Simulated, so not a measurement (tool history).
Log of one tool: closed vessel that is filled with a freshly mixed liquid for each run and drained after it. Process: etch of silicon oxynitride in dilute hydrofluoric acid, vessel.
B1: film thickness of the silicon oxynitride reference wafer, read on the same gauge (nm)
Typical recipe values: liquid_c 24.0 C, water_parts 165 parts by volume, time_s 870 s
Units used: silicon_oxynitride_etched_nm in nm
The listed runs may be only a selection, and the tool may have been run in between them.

{"run": 1, "hour": 0.0, "liquid_c": 24.0, "water_parts": 165, "time_s": 870, "B1": 80.02, "silicon_oxynitride_etched_nm": 23.12}
{"run": 2, "hour": 21.8, "liquid_c": 24.0, "water_parts": 165, "time_s": 870, "B1": 80.01, "silicon_oxynitride_etched_nm": 23.29}
{"run": 3, "hour": 34.8, "liquid_c": 24.0, "water_parts": 165, "time_s": 870, "B1": 80.01, "silicon_oxynitride_etched_nm": 23.11}
{"run": 4, "hour": 63.0, "liquid_c": 24.0, "water_parts": 165, "time_s": 870, "B1": 79.96, "silicon_oxynitride_etched_nm": 23.36}
{"run": 5, "hour": 83.0, "liquid_c": 24.0, "water_parts": 165, "time_s": 870, "B1": 80.0, "silicon_oxynitride_etched_nm": 23.05}
{"hour": 112.7, "done": "hydrofluoric acid flow meter replaced"}
{"run": 6, "hour": 113.6, "liquid_c": 24.0, "water_parts": 165, "time_s": 870, "B1": 79.99, "silicon_oxynitride_etched_nm": 21.88}
{"run": 7, "hour": 144.8, "liquid_c": 24.0, "water_parts": 165, "time_s": 870, "B1": 80.02, "silicon_oxynitride_etched_nm": 21.94}
{"run": 8, "hour": 165.8, "liquid_c": 24.0, "water_parts": 165, "time_s": 870, "B1": 80.03, "silicon_oxynitride_etched_nm": 21.9}
{"hour": 185.5, "done": "thermometer replaced"}
{"run": 9, "hour": 187.1, "liquid_c": 26.5, "water_parts": 165, "time_s": 1370, "B1": 80.0, "silicon_oxynitride_etched_nm": 42.6}
{"run": 10, "hour": 200.8, "liquid_c": 27.5, "water_parts": 235, "time_s": 645, "B1": 80.01, "silicon_oxynitride_etched_nm": 13.95}

Expected results for the next run?
{"hour": 208.9, "done": "gauge calibrated"}
{"run": 11, "hour": 213.0, "liquid_c": 24.0, "water_parts": 165, "time_s": 870, "B1": "?", "silicon_oxynitride_etched_nm": "?"}

B1: 80.03
silicon_oxynitride_etched_nm: 24.31 nm
With the hidden condition absent and the run-to-run variation left alone, this run would have shown silicon_oxynitride_etched_nm 24.07 nm.

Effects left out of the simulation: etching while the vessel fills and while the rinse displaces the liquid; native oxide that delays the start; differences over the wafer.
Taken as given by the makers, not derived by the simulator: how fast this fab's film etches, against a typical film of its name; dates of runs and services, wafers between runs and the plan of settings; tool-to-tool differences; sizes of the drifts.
